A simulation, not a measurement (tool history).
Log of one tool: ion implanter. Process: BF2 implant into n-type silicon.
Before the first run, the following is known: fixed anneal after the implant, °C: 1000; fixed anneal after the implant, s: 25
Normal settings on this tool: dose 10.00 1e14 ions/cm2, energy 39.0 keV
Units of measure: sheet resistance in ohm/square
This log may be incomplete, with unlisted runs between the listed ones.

| run | hour | dose | energy | wafers since the last listed run | hours since the last dose calibration | hours since the extraction supply was calibrated | hours since the gauge calibration | read-back reference wafer on the same gauge, sheet resistance | sheet resistance |
|---|---|---|---|---|---|---|---|---|---|
| 1 | 0.0 | 11.02 | 30.0 | 0 | 1498.7 | 4453.9 | 55.1 | 151.96 | 159.29 |
| 2 | 15.4 | 10.00 | 39.0 | 391 | 1514.1 | 4469.3 | 70.5 | 152.05 | 149.36 |
| 3 | 24.9 | 10.00 | 39.0 | 241 | 1523.6 | 4478.8 | 80.0 | 151.91 | 149.78 |
| 4 | 38.7 | 10.00 | 39.0 | 350 | 1537.4 | 4492.6 | 93.8 | 152.05 | 149.74 |
| 5 | 51.9 | 10.00 | 39.0 | 335 | 1550.6 | 4505.8 | 107.0 | 152.11 | 149.45 |
| 6 | 65.6 | 10.00 | 39.0 | 348 | 1564.3 | 4519.5 | 120.7 | 152.07 | 149.47 |
| 7 | 80.9 | 10.00 | 39.0 | 388 | 1579.6 | 4534.8 | 136.0 | 152.01 | 149.59 |
| 8 | 90.5 | 10.00 | 39.0 | 244 | 1589.2 | 4544.4 | 145.6 | 152.08 | 149.14 |
|  | 103.4 | extraction supply calibrated |
| 9 | 126.6 | 10.00 | 39.0 | 714 | 1625.3 | 23.2 | 181.7 | 151.98 | 149.18 |
| 10 | 144.4 | 10.00 | 39.0 | 452 | 1643.1 | 41.0 | 199.5 | 152.03 | 149.45 |
| 11 | 152.1 | 8.97 | 39.0 | 195 | 1650.8 | 48.7 | 207.2 | 151.97 | 158.01 |
| 12 | 162.5 | 12.88 | 30.0 | 264 | 1661.2 | 59.1 | 217.6 | 152.00 | 151.88 |
|  | 168.0 | gauge calibrated |
| 13 | 171.0 | 11.04 | 39.0 | 216 | 1669.7 | 67.6 | 3.0 | 151.97 | 143.18 |
| 14 | 188.9 | 10.00 | 39.0 | 455 | 1687.6 | 85.5 | 20.9 | 151.91 | 149.42 |
|  | 197.0 | Faraday cup replaced and dose calibrated |
| 15 | 206.5 | 10.00 | 43.5 | 244 | 9.5 | 103.1 | 38.5 | 151.97 | 142.06 |
| 16 | 218.6 | 11.30 | 27.5 | 307 | 21.6 | 115.2 | 50.6 | 151.92 | 162.78 |
| 17 | 233.6 | 7.11 | 25.5 | 381 | 36.6 | 130.2 | 65.6 | 151.93 | 201.11 |
|  | 243.9 | Faraday cup replaced and dose calibrated, repeated, since the last time left the tool worse |
| 18 | 244.4 | 10.00 | 39.0 | 71 | 0.5 | 141.0 | 76.4 | 152.04 | 152.51 |
| 19 | 251.6 | 11.36 | 47.5 | 183 | 7.7 | 148.2 | 83.6 | 151.97 | 133.28 |
| 20 | 274.8 | 10.00 | 31.5 | 589 | 30.9 | 171.4 | 106.8 | 151.94 | 164.37 |
| 21 | 291.4 | 7.72 | 49.0 | 422 | 47.5 | 188.0 | 123.4 | 152.00 | 167.58 |
| 22 | 301.9 | 8.48 | 34.0 | 266 | 58.0 | 198.5 | 133.9 | 152.02 | 173.03 |
| 23 | 315.2 | 10.00 | 39.0 | 338 | 71.3 | 211.8 | 147.2 | 151.95 | 151.88 |

5 ways to go on from here, each from the tool as it stands after run 23. What would each give?
| A | 315.6 | 10.00 | 45.5 | 10 | 71.7 | 212.2 | 147.6 | ? | ? |
| B | 315.6 | 12.71 | 48.0 | 10 | 71.7 | 212.2 | 147.6 | ? | ? |
| C | 315.6 | 11.49 | 27.5 | 10 | 71.7 | 212.2 | 147.6 | ? | ? |
| D | 315.6 | 9.24 | 39.0 | 10 | 71.7 | 212.2 | 147.6 | ? | ? |
| E | 315.6 | 8.34 | 39.0 | 10 | 71.7 | 212.2 | 147.6 | ? | ? |

| run | read-back reference wafer on the same gauge, sheet resistance | sheet resistance |
|---|---|---|
| A | 152.05 | 144.15 |
| B | 152.05 | 126.14 |
| C | 152.05 | 164.30 |
| D | 152.05 | 157.95 |
| E | 152.05 | 167.59 |
Had the tool no hidden state, the same runs would have come out as:
| run | sheet resistance |
|---|---|
| A | 144.58 |
| B | 126.41 |
| C | 164.57 |
| D | 158.42 |
| E | 168.14 |

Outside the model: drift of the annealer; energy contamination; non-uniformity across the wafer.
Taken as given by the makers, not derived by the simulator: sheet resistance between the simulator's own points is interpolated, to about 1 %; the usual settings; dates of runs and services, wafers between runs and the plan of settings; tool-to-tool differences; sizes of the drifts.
